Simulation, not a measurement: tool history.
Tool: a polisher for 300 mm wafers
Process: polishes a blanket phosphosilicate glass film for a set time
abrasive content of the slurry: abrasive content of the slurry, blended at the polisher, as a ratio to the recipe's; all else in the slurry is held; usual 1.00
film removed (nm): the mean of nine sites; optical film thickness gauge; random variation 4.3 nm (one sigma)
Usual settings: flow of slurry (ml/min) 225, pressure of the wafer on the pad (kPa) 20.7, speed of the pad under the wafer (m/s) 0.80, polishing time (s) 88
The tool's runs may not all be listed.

run   hour  flow of slurry (ml/min)  pressure of the wafer on the pad (kPa)  speed of the pad under the wafer (m/s)  abrasive content of the slurry  polishing time (s)  wafers since the last listed run  wafers polished on this pad  hours since the slurry nozzle was cleaned  hours since the head pressure was calibrated  hours since the slurry blender was calibrated  hours since the conditioning disc was replaced  incoming thickness of the incoming film, nm  film removed (nm)
  1    0.0                      225                                    20.7                                    0.80                            1.00                  88                                 0                          737                                      496.3                                         267.9                                          318.8                                            99.2                                       2796.2              536.4
       3.3  -- worn pad replaced by a new one
  2    9.0                      225                                    20.7                                    0.80                            1.00                  88                                47                           47                                      505.3                                         276.9                                          327.8                                           108.2                                       2736.5              565.8
  3   20.2                      225                                    20.7                                    0.80                            1.00                  88                                93                          140                                      516.5                                         288.1                                          339.0                                           119.4                                       2813.4              553.8
  4   31.5                      200                                    20.7                                    0.80                            1.00                 112                                94                          234                                      527.8                                         299.4                                          350.3                                           130.7                                       2803.1              703.3
  5   43.6                      200                                    20.7                                    0.80                            1.00                 112                               100                          335                                      539.9                                         311.5                                          362.4                                           142.8                                       2755.8              690.7
  6   56.9                      225                                    20.7                                    0.80                            1.00                  88                               110                          446                                      553.2                                         324.8                                          375.7                                           156.1                                       2740.2              548.1
      60.7  -- slurry blender recalibrated
  7   71.9                      225                                    20.7                                    0.92                            1.00                  88                               108                          554                                      568.2                                         339.8                                           11.2                                           171.1                                       2787.9              581.4
      77.0  -- worn pad replaced by a new one, of another model than before
  8   78.9                      225                                    20.7                                    0.92                            1.00                  88                                25                           15                                      575.2                                         346.8                                           18.2                                           178.1                                       2746.4              589.3
  9   92.0                      225                                    20.7                                    0.80                            1.00                  88                               109                          124                                      588.3                                         359.9                                           31.3                                           191.2                                       2802.9              552.8
 10  108.7                      180                                    20.7                                    0.80                            1.00                  88                               139                          264                                      605.0                                         376.6                                           48.0                                           207.9                                       2772.7              540.3
     124.3  -- head pressure recalibrated
 11  126.3                      275                                    20.7                                    0.80                            1.00                 109                               130                          394                                      622.6                                           2.0                                           65.6                                           225.5                                       2750.2              707.3
     139.7  -- slurry nozzle cleaned
 12  142.1                      225                                    20.7                                    0.80                            1.00                  88                               123                          517                                        2.4                                          17.8                                           81.4                                           241.3                                       2750.3              544.7
     148.3  -- conditioning disc replaced and pad reconditioned
     151.0  -- worn pad replaced by a new one
 13  154.4                      225                                    24.1                                    0.70                            0.70                  88                                63                           28                                       14.7                                          30.1                                           93.7                                             6.1                                       2713.9              514.9
 14  168.8                      260                                    20.7                                    0.98                            0.85                  71                               120                          148                                       29.1                                          44.5                                          108.1                                            20.5                                       2732.7              465.3
 15  184.4                      225                                    20.7                                    0.80                            0.85                  88                               130                          278                                       44.7                                          60.1                                          123.7                                            36.1                                       2731.5              518.1
 16  191.6                      270                                    20.7                                    0.90                            0.90                 101                                60                          338                                       51.9                                          67.3                                          130.9                                            43.3                                       2730.2              647.3

Forecast each of these 5 alternatives for the next run:
  A  192.1                      225                                    20.7                                    0.80                            1.00                  88                                 4                          342                                       52.4                                          67.8                                          131.4                                            43.8                                       2803.6                  ?
  B  192.1                      225                                    25.5                                    1.00                            1.00                  77                                 4                          342                                       52.4                                          67.8                                          131.4                                            43.8                                       2803.6                  ?
  C  192.1                      175                                    20.7                                    0.98                            0.85                  88                                 4                          342                                       52.4                                          67.8                                          131.4                                            43.8                                       2803.6                  ?
  D  192.1                      225                                    22.8                                    0.98                            1.30                  79                                 4                          342                                       52.4                                          67.8                                          131.4                                            43.8                                       2803.6                  ?
  E  192.1                      165                                    20.7                                    0.80                            0.70                  88                                 4                          342                                       52.4                                          67.8                                          131.4                                            43.8                                       2803.6                  ?

run  film removed (nm)
  A              550.3
  B              607.9
  C              531.0
  D              629.5
  E              446.3
Without the tool's hidden state the same runs would have given:
run  film removed (nm)
  A              562.5
  B              621.4
  C              542.8
  D              643.5
  E              456.2
